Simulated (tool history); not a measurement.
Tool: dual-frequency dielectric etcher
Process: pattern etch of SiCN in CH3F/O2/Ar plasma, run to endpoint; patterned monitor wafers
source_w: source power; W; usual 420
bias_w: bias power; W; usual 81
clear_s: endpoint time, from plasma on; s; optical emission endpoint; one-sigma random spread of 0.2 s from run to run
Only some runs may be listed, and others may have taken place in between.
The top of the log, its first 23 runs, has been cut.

run   hour  source_w  bias_w  wafers since the last listed run  hours since the last wet clean  hours since the last source power generator calibration  hours since the last bias power generator calibration  hours since the last upper electrode change  incoming incoming film thickness, nm  clear_s
 24  306.2       510      87                               116                            96.6                                                     87.7                                                   14.8                                        130.9                                 10.65     22.8
 25  324.5       390      81                               240                           114.9                                                    106.0                                                   33.1                                        149.2                                 10.50     26.6
 26  332.6       450      73                               106                           123.0                                                    114.1                                                   41.2                                        157.3                                 10.72     26.5
 27  349.4       420      97                               220                           139.8                                                    130.9                                                   58.0                                        174.1                                 10.75     24.2
 28  355.9       420      81                                85                           146.3                                                    137.4                                                   64.5                                        180.6                                 10.50     25.3
 29  366.5       320      87                               139                           156.9                                                    148.0                                                   75.1                                        191.2                                 10.58     28.7
 30  374.9       500      91                               110                           165.3                                                    156.4                                                   83.5                                        199.6                                 10.56     22.2
 31  386.7       390      98                               154                           177.1                                                    168.2                                                   95.3                                        211.4                                 10.63     24.7

Consider 5 possible next runs. They are alternatives, not a sequence: every one starts from the tool as it was left by run 31. What does each give?
  A  387.1       330      81                                 5                           177.5                                                    168.6                                                   95.7                                        211.8                                 10.55        ?
  B  387.1       500      61                                 5                           177.5                                                    168.6                                                   95.7                                        211.8                                 10.55        ?
  C  387.1       490      81                                 5                           177.5                                                    168.6                                                   95.7                                        211.8                                 10.55        ?
  D  387.1       500      95                                 5                           177.5                                                    168.6                                                   95.7                                        211.8                                 10.55        ?
  E  387.1       500      94                                 5                           177.5                                                    168.6                                                   95.7                                        211.8                                 10.55        ?

run  clear_s
  A     28.9
  B     26.4
  C     23.7
  D     22.0
  E     22.1
Take away the tool's hidden state, keep each run's random variation, and the runs would have read:
run  clear_s
  A     29.6
  B     27.0
  C     24.3
  D     22.5
  E     22.6
